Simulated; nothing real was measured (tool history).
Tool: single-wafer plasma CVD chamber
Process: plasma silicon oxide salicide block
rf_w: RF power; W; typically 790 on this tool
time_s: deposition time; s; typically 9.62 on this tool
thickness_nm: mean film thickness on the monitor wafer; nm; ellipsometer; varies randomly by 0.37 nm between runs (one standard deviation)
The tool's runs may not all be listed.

run   hour  rf_w  time_s  read-back reference wafer on the same gauge, thickness_nm  thickness_nm
  1    0.0   790    9.62                                                    100.030       116.386
  2   35.3   790    9.62                                                    100.012       116.031
  3   66.5   790    9.62                                                     99.973       116.354
  4   94.4   790    9.62                                                    100.050       115.315
  5  128.5   790    9.62                                                    100.035       116.020
  6  152.3   790    9.62                                                     99.994       115.795
  7  187.1   910    9.62                                                     99.964       122.528
  8  210.4   910    9.62                                                     99.984       122.427
     233.6  -- showerhead replaced
  9  240.9   910    9.62                                                     99.959       121.974
 10  279.3   790    9.62                                                    100.013       115.221
 11  292.8   755    9.62                                                    100.036       112.976
 12  323.6   715   10.76                                                     99.952       124.489
 13  340.8   790    9.62                                                    100.015       114.898
 14  362.8   645    8.86                                                     99.952        96.664
 15  390.3   715    8.66                                                    100.022        99.596
 16  405.9   675    8.94                                                    100.015       100.083
     429.7  -- RF generator calibrated
 17  430.2   870   10.16                                                     99.903       128.141
 18  455.7   905   11.35                                                     99.967       144.926
     456.5  -- gauge calibrated
 19  474.2   840    9.07                                                    100.013       112.910
 20  502.2   875    8.12                                                    100.008       102.760
 21  606.2   890    8.07                                                     99.987       102.344
 22  636.1   790    9.62                                                    100.001       116.825
 23  668.2   840   11.28                                                     99.998       139.643

Branching from run 23: 4 alternative next runs. What would each branch give?
  A  668.6   790    9.62                                                          ?             ?
  B  668.6   790   11.21                                                          ?             ?
  C  668.6   640    9.62                                                          ?             ?
  D  668.6   860    9.62                                                          ?             ?

run  read-back reference wafer on the same gauge, thickness_nm  thickness_nm
  A                                                     99.971       116.428
  B                                                     99.971       135.671
  C                                                     99.971       106.694
  D                                                     99.971       120.384
With no hidden state in the tool, these same runs would have given:
run  thickness_nm
  A       116.747
  B       136.043
  C       106.987
  D       120.715

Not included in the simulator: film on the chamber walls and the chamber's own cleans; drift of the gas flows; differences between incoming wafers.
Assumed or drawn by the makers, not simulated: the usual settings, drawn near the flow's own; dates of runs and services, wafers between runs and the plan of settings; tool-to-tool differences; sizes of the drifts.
